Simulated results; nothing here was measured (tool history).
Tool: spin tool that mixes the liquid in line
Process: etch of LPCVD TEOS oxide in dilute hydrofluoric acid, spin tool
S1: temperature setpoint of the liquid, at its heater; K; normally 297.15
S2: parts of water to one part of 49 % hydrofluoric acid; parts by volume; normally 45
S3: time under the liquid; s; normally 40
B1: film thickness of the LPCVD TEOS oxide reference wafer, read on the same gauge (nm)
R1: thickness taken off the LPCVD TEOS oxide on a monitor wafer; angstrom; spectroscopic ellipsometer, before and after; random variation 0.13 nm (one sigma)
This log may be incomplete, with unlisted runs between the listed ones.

| run | hour | S1 | S2 | S3 | B1 | R1 |
|---|---|---|---|---|---|---|
| 1 | 0 | 297.15 | 60 | 40 | 109.99 | 126.4 |
| 2 | 13.2 | 297.15 | 60 | 40 | 110.01 | 127.8 |
| 3 | 23.5 | 297.15 | 60 | 40 | 110.02 | 126.7 |
| 4 | 38.8 | 297.15 | 45 | 40 | 110 | 173 |
| 5 | 77.7 | 297.15 | 45 | 40 | 110 | 173.9 |
| 6 | 84.7 | 297.15 | 45 | 40 | 110.02 | 172.8 |
| 7 | 95.1 | 297.15 | 40 | 40 | 110 | 195.4 |
| 8 | 107.5 | 297.15 | 40 | 40 | 109.99 | 195.8 |
| 9 | 124.9 | 297.15 | 45 | 40 | 110 | 176.8 |
| 10 | 170.1 | 297.15 | 45 | 40 | 110.01 | 175.1 |
| 11 | 183.4 | 298.65 | 60 | 25 | 109.98 | 83.6 |
| 12 | 199.6 | 301.15 | 45 | 30 | 110.01 | 154.5 |
| 13 | 211.1 | 302.15 | 60 | 60 | 110.01 | 233.1 |
| 14 | 227.2 | 297.15 | 45 | 25 | 109.99 | 107 |
| 15 | 233.2 | 297.15 | 45 | 50 | 109.99 | 217.7 |
| 16 | 246.7 | 298.65 | 45 | 15 | 110 | 68.2 |
| 17 | 255.9 | 297.15 | 40 | 45 | 110.01 | 217.8 |
| 18 | 270.1 | 293.15 | 45 | 40 | 109.98 | 146.4 |
| 19 | 286.2 | 300.65 | 45 | 25 | 110.02 | 124.9 |
| 20 | 298.6 | 295.65 | 35 | 50 | 110 | 264.8 |
| 21 | 312.5 | 297.15 | 45 | 40 | 109.98 | 171.7 |
| 22 | 322.8 | 294.15 | 35 | 20 | 109.99 | 100.7 |
| 23 | 332.9 | 294.15 | 30 | 55 | 109.99 | 322.3 |
| 24 | 341.9 | 292.65 | 45 | 60 | 109.99 | 214.7 |
| 25 | 355.5 | 297.15 | 25 | 30 | 110.01 | 237.8 |
| 26 | 367.4 | 293.15 | 60 | 55 | 109.97 | 148.8 |
| 27 | 415.8 | 297.15 | 45 | 40 | 110 | 172.9 |
| 28 | 425 | 297.15 | 45 | 40 | 110.03 | 172.3 |
| 29 | 434.3 | 295.65 | 35 | 50 | 109.98 | 265.3 |
| 30 | 442.3 | 292.65 | 40 | 40 | 110 | 163.3 |
| 31 | 453.3 | 297.15 | 45 | 40 | 110 | 174.7 |
| 32 | 462.3 | 297.15 | 25 | 60 | 109.97 | 478.5 |
| 33 | 469.8 | 293.65 | 45 | 50 | 109.98 | 190 |
| 34 | 508.8 | 297.15 | 60 | 60 | 109.99 | 191.5 |

Not shown: 3 entries that the log had between the listed runs. Between which runs, and how does the tool's hidden state differ before and after?
After run 5, before run 6: hydrofluoric acid flow meter replaced (hour 84.2)
  no difference in the tool's unlogged condition between these two runs
After run 9, before run 10: thermometer replaced (hour 167.9)
  no difference in the tool's unlogged condition between these two runs
After run 21, before run 22: gauge calibrated (hour 322.4)
  no difference in the tool's unlogged condition between these two runs
